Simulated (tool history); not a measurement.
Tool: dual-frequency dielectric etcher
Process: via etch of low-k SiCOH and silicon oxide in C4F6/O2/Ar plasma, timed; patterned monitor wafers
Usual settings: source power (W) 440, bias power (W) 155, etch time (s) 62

| run | day | source power (W) | bias power (W) | etch time (s) | read-back reference wafer on the same gauge, depth_nm | mean etch depth across the wafer (Å) |
|---|---|---|---|---|---|---|
| 1 | 0 | 440 | 155 | 62 | 163.1 | 1577 |
| 2 | 0.571 | 500 | 155 | 62 | 163 | 1611 |
| 3 | 3.025 | 440 | 155 | 62 | 162.8 | 1556 |
| 4 | 5.904 | 480 | 155 | 62 | 162.9 | 1573 |
| 5 | 7.954 | 480 | 155 | 62 | 163.1 | 1573 |
| 6 | 10.783 | 480 | 155 | 62 | 163 | 1563 |
| 7 | 13.504 | 440 | 155 | 62 | 162.9 | 1529 |
|  | 14.383 | source power generator calibrated |
| 8 | 16.475 | 440 | 155 | 62 | 162.8 | 1530 |
| 9 | 19.108 | 440 | 155 | 62 | 163 | 1508 |
| 10 | 20.262 | 440 | 155 | 62 | 162.9 | 1513 |
|  | 21.517 | wet clean of the chamber |
| 11 | 21.683 | 440 | 182 | 62 | 163 | 1656 |
| 12 | 22.933 | 440 | 155 | 62 | 162.9 | 1553 |
|  | 24.233 | gauge calibrated |
|  | 25.325 | upper electrode replaced |
| 13 | 25.346 | 360 | 139 | 72 | 162.9 | 1669 |
| 14 | 27.479 | 360 | 177 | 52.5 | 163.2 | 1314 |
| 15 | 30.196 | 490 | 123 | 62 | 163 | 1446 |
| 16 | 32.871 | 520 | 193 | 72 | 163 | 1993 |
|  | 34.667 | bias power generator calibrated |
| 17 | 34.808 | 530 | 116 | 75 | 162.9 | 1758 |
| 18 | 35.95 | 530 | 123 | 50 | 163.1 | 1190 |
| 19 | 37.546 | 440 | 155 | 62 | 163.1 | 1548 |
| 20 | 39.321 | 500 | 117 | 44 | 163.1 | 1015 |
| 21 | 41.662 | 440 | 155 | 62 | 163 | 1539 |
| 22 | 44.225 | 440 | 181 | 62 | 163 | 1619 |
|  | 45.446 | wet clean of the chamber |
| 23 | 47.092 | 530 | 184 | 62 | 163 | 1765 |
| 24 | 54.304 | 440 | 155 | 62 | 162.9 | 1565 |
| 25 | 55.846 | 440 | 174 | 48.5 | 162.9 | 1279 |
| 26 | 57.312 | 440 | 155 | 62 | 163 | 1558 |
| 27 | 58.729 | 440 | 155 | 62 | 163 | 1558 |
| 28 | 60.862 | 440 | 138 | 45.5 | 163 | 1096 |

5 ways to go on from here, each from the tool as it stands after run 28. What would each give?
| A | 60.879 | 440 | 155 | 62 | ? | ? |
| B | 60.879 | 470 | 145 | 72.5 | ? | ? |
| C | 60.879 | 340 | 155 | 56 | ? | ? |
| D | 60.879 | 500 | 155 | 57 | ? | ? |
| E | 60.879 | 530 | 168 | 62 | ? | ? |

| run | read-back reference wafer on the same gauge, depth_nm | mean etch depth across the wafer (Å) |
|---|---|---|
| A | 163 | 1543 |
| B | 163 | 1785 |
| C | 163 | 1324 |
| D | 163 | 1458 |
| E | 163 | 1655 |
Without the tool's hidden state the same runs would have given:
| run | mean etch depth across the wafer (Å) |
|---|---|
| A | 1580 |
| B | 1828 |
| C | 1357 |
| D | 1493 |
| E | 1696 |

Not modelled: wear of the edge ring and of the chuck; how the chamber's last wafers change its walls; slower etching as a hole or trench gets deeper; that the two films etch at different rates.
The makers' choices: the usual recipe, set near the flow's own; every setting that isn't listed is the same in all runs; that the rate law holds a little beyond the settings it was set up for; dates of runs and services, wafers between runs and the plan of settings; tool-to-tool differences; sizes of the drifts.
